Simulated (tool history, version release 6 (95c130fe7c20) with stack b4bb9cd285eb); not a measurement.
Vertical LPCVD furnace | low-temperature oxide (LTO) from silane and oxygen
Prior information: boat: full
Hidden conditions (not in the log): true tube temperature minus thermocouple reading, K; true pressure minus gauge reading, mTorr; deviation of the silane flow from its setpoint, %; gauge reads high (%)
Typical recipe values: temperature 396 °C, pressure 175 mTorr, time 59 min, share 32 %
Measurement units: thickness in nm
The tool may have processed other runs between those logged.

run   hour  temperature  pressure  time  share  wafers since the last listed run  hours since the last temperature calibration  hours since the pressure gauge was zeroed  hours since the silane flow controller was replaced  hours since the gauge calibration  read-back reference wafer on the same gauge, thickness  thickness
  1      0          396       175    59     32                                 0                                        3279.1                                     4290.8                                               5342.7                                326                                                  338.67     319.79
  2   31.8          396       175    59     35                               600                                        3310.9                                     4322.6                                               5374.5                              357.8                                                  338.17      356.2
  3     57          396       175    59     33                               475                                        3336.1                                     4347.8                                               5399.7                                383                                                  337.07     331.72
  4   87.4          396       175    59     33                               573                                        3366.5                                     4378.2                                               5430.1                              413.4                                                  336.56     334.04
  5  100.3          396       175    59     33                               243                                        3379.4                                     4391.1                                                 5443                              426.3                                                  336.36      329.5
  6  119.9          396       175    59     28                               369                                          3399                                     4410.7                                               5462.6                              445.9                                                     336     260.72
  7  132.8          396       175    59     32                               243                                        3411.9                                     4423.6                                               5475.5                              458.8                                                  335.79     315.93
  8  168.1          396       175    59     32                               666                                        3447.2                                     4458.9                                               5510.8                              494.1                                                   334.9      314.8
  9  201.2          396       175    59     32                               624                                        3480.3                                       4492                                               5543.9                              527.2                                                  334.74     312.73
     233.6  -- pressure gauge zeroed
 10  234.1          396       200    59     32                               167                                        3513.2                                        0.5                                               5576.8                              560.1                                                  333.42     359.82
 11  238.8          389       175    59     37                                88                                        3517.9                                        5.2                                               5581.5                              564.8                                                   333.9     352.81
     240.4  -- gauge calibrated
 12  249.5          404       190    59     32                               201                                        3528.6                                       15.9                                               5592.2                                9.1                                                  341.23     384.71
     274.3  -- silane flow controller replaced
 13  282.7          396       175    59     32                               173                                        3561.8                                       49.1                                                  8.4                               42.3                                                  341.07     321.16
 14  301.6          396       175    59     32                               356                                        3580.7                                         68                                                 27.3                               61.2                                                  341.27     319.61
     342.3  -- thermocouples replaced and temperature profile calibrated
 15  342.8          386       175    59     29                               324                                           0.5                                      109.2                                                 68.5                              102.4                                                  341.99     247.94
 16  359.1          396       175  36.5     32                               307                                          16.8                                      125.5                                                 84.8                              118.7                                                  341.25     199.93
 17  457.8          390       145  45.5     34                              1862                                         115.5                                      224.2                                                183.5                              217.4                                                  340.57     207.93
 18  490.2          396       210  48.5     35                               611                                         147.9                                      256.6                                                215.9                              249.8                                                  339.71     359.71
 19  505.4          391       175    59     32                               286                                         163.1                                      271.8                                                231.1                                265                                                   340.3     302.01
 20  529.1          396       175    59     32                               447                                         186.8                                      295.5                                                254.8                              288.7                                                  339.63     320.04

5 ways to go on from here, each from the tool as it stands after run 20. What would each give?
  A   534          396       175    59     34                                92                                         191.7                                      300.4                                                259.7                              293.6                                                       ?          ?
  B   534          396       175  76.5     30                                92                                         191.7                                      300.4                                                259.7                              293.6                                                       ?          ?
  C   534          396       175    65     32                                92                                         191.7                                      300.4                                                259.7                              293.6                                                       ?          ?
  D   534          389       145  51.5     35                                92                                         191.7                                      300.4                                                259.7                              293.6                                                       ?          ?
  E   534          396       175    59     29                                92                                         191.7                                      300.4                                                259.7                              293.6                                                       ?          ?

run  read-back reference wafer on the same gauge, thickness  thickness
  A                                                  339.93     348.73
  B                                                  339.93     378.28
  C                                                  339.93     352.93
  D                                                  339.93     241.56
  E                                                  339.93     277.42
Without the tool's unlogged condition, the same runs would have read:
run  thickness
  A     350.25
  B     379.93
  C     354.47
  D     242.62
  E     278.63
